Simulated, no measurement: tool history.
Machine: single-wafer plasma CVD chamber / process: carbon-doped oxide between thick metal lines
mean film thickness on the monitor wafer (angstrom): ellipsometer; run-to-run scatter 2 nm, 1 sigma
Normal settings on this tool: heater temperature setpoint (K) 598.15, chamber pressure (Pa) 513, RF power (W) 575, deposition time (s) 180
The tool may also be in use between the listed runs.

run	hour	heater temperature setpoint (K)	chamber pressure (Pa)	RF power (W)	deposition time (s)	wafers since the last listed run	hours since the last thermocouple change	hours since the last RF generator calibration	hours since the last manometer calibration	hours since the showerhead was replaced	hours since the gauge calibration	read-back reference wafer on the same gauge, thickness_nm	mean film thickness on the monitor wafer (angstrom)
1	0.0	598.15	513	575	180	0	2336.2	918.5	1960.2	7699.1	38.9	1170.095	9909.78
2	9.3	598.15	513	575	180	105	2345.5	927.8	1969.5	7708.4	48.2	1170.462	9938.34
3	22.8	598.15	513	505	180	152	2359.0	941.3	1983.0	7721.9	61.7	1169.878	9269.75
4	37.2	598.15	513	505	180	162	2373.4	955.7	1997.4	7736.3	76.1	1169.851	9283.96
5	47.6	598.15	513	505	180	117	2383.8	966.1	2007.8	7746.7	86.5	1169.485	9317.57
6	61.2	598.15	513	630	180	153	2397.4	979.7	2021.4	7760.3	100.1	1169.271	10368.08
7	70.9	598.15	513	630	180	109	2407.1	989.4	2031.1	7770.0	109.8	1169.502	10405.64
8	88.5	598.15	513	575	180	199	2424.7	1007.0	2048.7	7787.6	127.4	1170.268	9893.41
9	104.0	598.15	513	575	180	175	2440.2	1022.5	2064.2	7803.1	142.9	1170.166	9925.08
# hour 141.9: showerhead replaced
# hour 157.0: thermocouple changed; heater temperature recalibrated
10	157.5	598.15	419	675	202	424	0.5	1076.0	2117.7	15.6	196.4	1169.960	11785.56
11	163.1	598.15	440	605	192	63	6.1	1081.6	2123.3	21.2	202.0	1169.475	10660.15
# hour 169.3: gauge calibrated
# hour 174.5: capacitance manometer re-zeroed and calibrated
# hour 186.6: RF generator calibrated
12	187.1	598.15	419	575	158	90	30.1	0.5	12.6	45.2	17.8	1169.487	8842.03
13	193.4	598.15	401	665	190	71	36.4	6.8	18.9	51.5	24.1	1170.280	11361.30
14	207.2	602.15	568	690	192	156	50.2	20.6	32.7	65.3	37.9	1169.683	12061.00
15	213.7	598.15	513	680	180	73	56.7	27.1	39.2	71.8	44.4	1170.115	11178.69
16	222.9	592.15	447	575	190	104	65.9	36.3	48.4	81.0	53.6	1168.979	10883.15
17	240.5	605.15	553	645	180	199	83.5	53.9	66.0	98.6	71.2	1169.843	10751.57
18	253.1	598.15	513	575	180	142	96.1	66.5	78.6	111.2	83.8	1170.626	10258.22
19	262.5	598.15	513	575	180	106	105.5	75.9	88.0	120.6	93.2	1170.115	10231.85

Each row is a separate what-if for the run after 19, all from the same tool condition, not one after another. Results?
A	262.9	598.15	513	650	180	4	105.9	76.3	88.4	121.0	93.6	?	?
B	262.9	606.15	513	495	161	4	105.9	76.3	88.4	121.0	93.6	?	?
C	262.9	611.15	513	575	180	4	105.9	76.3	88.4	121.0	93.6	?	?
D	262.9	598.15	553	640	180	4	105.9	76.3	88.4	121.0	93.6	?	?
E	262.9	590.15	513	575	169	4	105.9	76.3	88.4	121.0	93.6	?	?

run	read-back reference wafer on the same gauge, thickness_nm	mean film thickness on the monitor wafer (angstrom)
A	1170.957	10884.79
B	1170.957	8274.62
C	1170.957	9836.06
D	1170.957	10908.89
E	1170.957	9868.16
With no hidden state in the tool, these same runs would have given:
run	mean film thickness on the monitor wafer (angstrom)
A	10993.76
B	8360.27
C	9934.54
D	11018.11
E	9966.96
